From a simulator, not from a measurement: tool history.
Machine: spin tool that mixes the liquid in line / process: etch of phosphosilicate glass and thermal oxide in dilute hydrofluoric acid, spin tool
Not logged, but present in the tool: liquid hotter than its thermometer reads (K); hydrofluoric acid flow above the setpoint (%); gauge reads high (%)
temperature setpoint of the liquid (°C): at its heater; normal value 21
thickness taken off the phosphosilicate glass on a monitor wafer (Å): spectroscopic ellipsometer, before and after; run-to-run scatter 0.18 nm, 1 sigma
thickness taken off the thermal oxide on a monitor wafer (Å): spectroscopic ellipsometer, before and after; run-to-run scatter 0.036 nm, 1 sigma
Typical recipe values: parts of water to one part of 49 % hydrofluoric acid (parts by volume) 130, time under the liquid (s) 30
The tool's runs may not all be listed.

run,day,temperature setpoint of the liquid (°C),parts of water to one part of 49 % hydrofluoric acid (parts by volume),time under the liquid (s),wafers since the last listed run,hours since the thermometer was replaced,hours since the hydrofluoric acid flow meter was replaced,hours since the gauge calibration,"read-back film thickness of the phosphosilicate glass reference wafer, read on the same gauge (nm)","read-back film thickness of the thermal oxide reference wafer, read on the same gauge (nm)",thickness taken off the phosphosilicate glass on a monitor wafer (Å),thickness taken off the thermal oxide on a monitor wafer (Å)
1,0,21,130,35,0,75.8,1717.2,1122.9,50,60.016,248.9,11.39
2,1.396,21,130,35,341,109.3,1750.7,1156.4,50.03,59.994,248.4,12.3
3,2.521,21,130,35,275,136.3,1777.7,1183.4,49.99,59.975,246.3,12.3
# day 3.025: hydrofluoric acid flow meter replaced
4,3.233,21,130,45,164,153.4,5,1200.5,49.99,59.992,342.7,16.74
5,4.625,23,175,40,340,186.8,38.4,1233.9,50.01,60.003,230.9,10.94
6,5.308,23.5,145,50,167,203.2,54.8,1250.3,50.04,60.016,378.6,17.71
# day 5.567: gauge calibrated
7,6.654,17,160,30,329,235.5,87.1,26.1,50.05,59.978,154.8,7.18
8,7.212,21,130,30,136,248.9,100.5,39.5,50.01,60.007,230.2,10.18
9,7.825,21,130,30,149,263.6,115.2,54.2,49.96,60.017,229.3,10.79
10,9.067,24.5,70,30,304,293.4,145,84,50.02,59.988,521.5,25.52
11,9.8,24.5,110,20,179,311,162.6,101.6,49.99,59.98,216.9,9.9
12,12.529,24.5,110,20,668,376.5,228.1,167.1,50,59.987,212.5,10.35
13,13.462,21,170,30,228,398.9,250.5,189.5,50.03,60.005,170.4,8.08
14,14.721,18.5,145,50,308,429.1,280.7,219.7,50.01,59.997,307.7,14.8
# day 15.217: hydrofluoric acid flow meter replaced, repeated, since the last time left the tool worse
15,16.083,21,130,40,323,461.8,20.8,252.4,50.02,60.004,263.5,11.89
16,17.517,21,190,45,350,496.2,55.2,286.8,50.01,59.989,191.3,9.69
17,18.462,21,130,30,231,518.9,77.9,309.5,49.99,60.001,199.7,9.96
18,19.446,21,150,40,240,542.5,101.5,333.1,49.98,60.009,223.6,10.94
19,20.138,21,130,15,169,559.1,118.1,349.7,50,60.017,101.8,4.84
20,21.492,17.5,85,30,331,591.6,150.6,382.2,50.01,60.005,278.8,13.61
21,22.833,22.5,170,40,328,623.8,182.8,414.4,49.99,60,210.4,10.16
22,24.271,21,185,30,351,658.3,217.3,448.9,49.98,59.99,132,6
23,25.658,23,150,20,339,691.6,250.6,482.2,49.95,60.014,122.7,5.89
24,26.746,17.5,185,30,266,717.7,276.7,508.3,49.99,60.01,115.3,5.58

Run 25 comes next. What will it give?
25,27.896,21,155,45,281,745.3,304.3,535.9,?,?,?,?

read-back film thickness of the phosphosilicate glass reference wafer, read on the same gauge (nm): 50.03
read-back film thickness of the thermal oxide reference wafer, read on the same gauge (nm): 60.002
thickness taken off the phosphosilicate glass on a monitor wafer (Å): 246.2
thickness taken off the thermal oxide on a monitor wafer (Å): 12.13
The same run, on a tool lacking any hidden state, would have yielded thickness taken off the phosphosilicate glass on a monitor wafer (Å) 238.8, thickness taken off the thermal oxide on a monitor wafer (Å) 11.77.
